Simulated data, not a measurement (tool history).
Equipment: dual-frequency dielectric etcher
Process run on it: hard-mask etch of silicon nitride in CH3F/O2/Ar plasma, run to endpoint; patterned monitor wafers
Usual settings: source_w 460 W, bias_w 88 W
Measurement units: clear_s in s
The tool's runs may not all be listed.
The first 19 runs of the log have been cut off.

| run | hour | source_w | bias_w | incoming incoming film thickness, nm | clear_s |
|---|---|---|---|---|---|
|  | 889.4 | wet clean of the chamber |
| 20 | 889.9 | 500 | 75 | 45.8 | 57.9 |
| 21 | 939 | 380 | 94 | 45.3 | 57.8 |
| 22 | 1004.8 | 460 | 66 | 45.33 | 60.9 |
|  | 1008.8 | source power generator calibrated |
| 23 | 1032.6 | 350 | 96 | 45.62 | 58.4 |
|  | 1061.8 | bias power generator calibrated |
| 24 | 1075.8 | 550 | 70 | 45.68 | 56.3 |
| 25 | 1137.4 | 520 | 88 | 45.57 | 52.8 |
| 26 | 1202.3 | 540 | 81 | 45.9 | 53.5 |
|  | 1271.3 | wet clean of the chamber |
| 27 | 1271.8 | 360 | 88 | 45.15 | 60.3 |
| 28 | 1305.3 | 460 | 88 | 45.48 | 55.8 |
| 29 | 1331.7 | 370 | 94 | 45.27 | 58.3 |
| 30 | 1372.5 | 420 | 68 | 45.36 | 62.5 |
| 31 | 1411.1 | 460 | 88 | 45.18 | 54.7 |
| 32 | 1445.9 | 510 | 76 | 45.97 | 56.9 |

3 ways to go on from here, each from the tool as it stands after run 32. What would each give?
| A | 1446.3 | 460 | 88 | 45.34 | ? |
| B | 1446.3 | 370 | 88 | 45.34 | ? |
| C | 1446.3 | 460 | 74 | 45.34 | ? |

| run | clear_s |
|---|---|
| A | 55.3 |
| B | 59.3 |
| C | 58.6 |
Had the tool no hidden state, the same runs would have come out as:
| run | clear_s |
|---|---|
| A | 56.6 |
| B | 60.6 |
| C | 59.9 |
